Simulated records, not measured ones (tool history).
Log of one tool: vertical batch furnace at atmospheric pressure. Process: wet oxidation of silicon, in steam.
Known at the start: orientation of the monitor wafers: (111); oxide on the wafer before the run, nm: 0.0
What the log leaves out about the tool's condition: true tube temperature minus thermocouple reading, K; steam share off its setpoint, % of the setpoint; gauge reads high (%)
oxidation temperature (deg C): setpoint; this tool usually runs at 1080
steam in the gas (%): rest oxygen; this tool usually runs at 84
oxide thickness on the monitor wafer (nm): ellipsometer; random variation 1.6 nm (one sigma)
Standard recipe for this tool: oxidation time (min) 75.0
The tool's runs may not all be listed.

run	hour	oxidation temperature (deg C)	oxidation time (min)	steam in the gas (%)	wafers since the last listed run	hours since the last temperature calibration	hours since the steam generator was serviced	hours since the gauge calibration	read-back reference wafer on the same gauge, thickness	oxide thickness on the monitor wafer (nm)
1	0.0	1080	75.0	84	0	2681.9	2103.1	1408.0	714.40	722.95
2	37.0	1080	75.0	84	598	2718.9	2140.1	1445.0	714.03	722.42
3	89.5	1080	75.0	84	849	2771.4	2192.6	1497.5	713.51	718.55
4	155.9	1080	75.0	84	1074	2837.8	2259.0	1563.9	714.21	723.96
5	186.7	1080	75.0	84	498	2868.6	2289.8	1594.7	714.19	719.59
6	238.1	1080	75.0	84	831	2920.0	2341.2	1646.1	714.26	721.47
7	302.1	1080	75.0	84	1035	2984.0	2405.2	1710.1	713.92	723.70
8	329.1	1095	75.0	84	436	3011.0	2432.2	1737.1	713.64	762.30
9	362.0	1065	65.5	84	532	3043.9	2465.1	1770.0	713.99	636.29
10	472.6	1065	65.5	84	1790	3154.5	2575.7	1880.6	713.83	637.47
11	511.8	1080	75.0	84	634	3193.7	2614.9	1919.8	714.66	724.63
12	562.9	1080	75.0	84	827	3244.8	2666.0	1970.9	714.27	727.11
# hour 618.2: gauge calibrated
13	619.3	1080	75.0	84	912	3301.2	2722.4	1.1	713.71	723.52
# hour 703.9: thermocouples replaced and temperature profile calibrated
14	731.8	1080	75.0	84	1432	27.9	2834.9	113.6	713.95	711.80
15	785.8	1080	51.0	84	873	81.9	2888.9	167.6	714.71	577.74
# hour 822.1: steam generator serviced
16	838.1	1080	51.0	84	458	134.2	16.0	219.9	713.68	576.74
17	881.0	1080	51.0	84	694	177.1	58.9	262.8	714.38	578.07
18	949.3	1080	95.5	94	1105	245.4	127.2	331.1	714.11	862.76
19	1001.5	1080	75.0	90	844	297.6	179.4	383.3	714.44	744.11
20	1060.6	1101	75.0	95	956	356.7	238.5	442.4	714.58	817.34
21	1115.8	1080	54.0	84	893	411.9	293.7	497.6	714.21	600.93
22	1177.8	1080	75.0	84	1003	473.9	355.7	559.6	713.32	715.05
23	1208.9	1080	75.0	84	503	505.0	386.8	590.7	714.31	717.96
24	1273.3	1100	53.5	95	1042	569.4	451.2	655.1	714.09	679.23
25	1342.7	1080	75.0	84	1123	638.8	520.6	724.5	713.57	716.67
26	1372.9	1073	75.0	78	488	669.0	550.8	754.7	713.89	669.72
27	1397.7	1080	106.0	79	401	693.8	575.6	779.5	713.55	831.19
28	1438.2	1080	104.5	79	655	734.3	616.1	820.0	713.65	829.44
29	1642.7	1063	75.0	84	3309	938.8	820.6	1024.5	714.11	675.00
30	1694.1	1061	108.0	84	831	990.2	872.0	1075.9	713.81	815.58
31	1745.1	1080	64.5	80	825	1041.2	923.0	1126.9	713.63	642.28
32	1812.5	1080	75.0	84	1090	1108.6	990.4	1194.3	714.14	716.38
33	1844.6	1063	56.5	88	519	1140.7	1022.5	1226.4	713.86	594.18
34	1914.0	1104	92.5	84	1123	1210.1	1091.9	1295.8	713.87	868.04

5 options for the next run, each taken on its own from the tool as it stands now. Forecast them:
A	1918.3	1080	75.0	84	69	1214.4	1096.2	1300.1	?	?
B	1918.3	1080	58.5	84	69	1214.4	1096.2	1300.1	?	?
C	1918.3	1080	75.0	76	69	1214.4	1096.2	1300.1	?	?
D	1918.3	1073	44.0	73	69	1214.4	1096.2	1300.1	?	?
E	1918.3	1070	75.0	81	69	1214.4	1096.2	1300.1	?	?

run	read-back reference wafer on the same gauge, thickness	oxide thickness on the monitor wafer (nm)
A	715.16	717.72
B	715.16	627.18
C	715.16	679.88
D	715.16	482.84
E	715.16	679.12
Without the tool's hidden state the same runs would have given:
run	oxide thickness on the monitor wafer (nm)
A	709.48
B	619.70
C	671.95
D	476.34
E	670.79
